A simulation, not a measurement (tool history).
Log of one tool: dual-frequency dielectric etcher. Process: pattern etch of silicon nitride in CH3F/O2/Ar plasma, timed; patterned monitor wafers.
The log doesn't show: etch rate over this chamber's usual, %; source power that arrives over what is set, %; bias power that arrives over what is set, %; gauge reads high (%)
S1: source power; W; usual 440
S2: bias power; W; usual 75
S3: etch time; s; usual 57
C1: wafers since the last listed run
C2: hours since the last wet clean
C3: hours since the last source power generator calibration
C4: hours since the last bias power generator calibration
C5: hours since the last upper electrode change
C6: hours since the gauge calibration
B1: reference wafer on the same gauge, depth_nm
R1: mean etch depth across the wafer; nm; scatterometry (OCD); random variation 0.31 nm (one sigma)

run,hour,S1,S2,S3,C1,C2,C3,C4,C5,C6,B1,R1
1,0,400,68,57,0,505.1,2166.5,2351.7,2659,760.2,47.81,41.04
2,35.7,400,68,57,333,540.8,2202.2,2387.4,2694.7,795.9,47.82,41.19
3,63,440,75,57,254,568.1,2229.5,2414.7,2722,823.2,48.04,43.39
# hour 93.5: upper electrode replaced
4,94,490,75,62,65,599.1,2260.5,2445.7,0.5,854.2,47.91,49.22
# hour 104.7: source power generator calibrated
# hour 134.4: wet clean of the chamber
5,134.9,440,75,57,120,0.5,30.2,2486.6,41.4,895.1,47.75,43.93
6,151.8,440,75,57,157,17.4,47.1,2503.5,58.3,912,47.84,44.27
7,173.1,440,75,57,198,38.7,68.4,2524.8,79.6,933.3,48.11,43.71
# hour 173.3: gauge calibrated
8,206.3,440,75,57,309,71.9,101.6,2558,112.8,33,47.94,43.68
9,228.4,440,75,72.5,206,94,123.7,2580.1,134.9,55.1,47.83,56.08
10,261.1,440,75,48.5,305,126.7,156.4,2612.8,167.6,87.8,47.85,37.62
11,307.4,440,65,57,432,173,202.7,2659.1,213.9,134.1,48.06,41.23
12,336.8,410,75,69.5,274,202.4,232.1,2688.5,243.3,163.5,47.98,52.24
# hour 352.2: bias power generator calibrated
13,358,440,75,57,160,223.6,253.3,5.8,264.5,184.7,47.79,43.87
14,383.3,510,64,61.5,236,248.9,278.6,31.1,289.8,210,47.85,46.46
15,400.6,390,67,63.5,161,266.2,295.9,48.4,307.1,227.3,47.86,45.17
16,423.1,360,88,68.5,210,288.7,318.4,70.9,329.6,249.8,47.89,52.98

Run 17 comes next. What will it give?
17,437.6,350,75,57,135,303.2,332.9,85.4,344.1,264.3,?,?

{"run 17": {"B1": 47.93, "R1": 40.82}}
Without the tool's hidden state the same run would have given R1 40.82 nm.
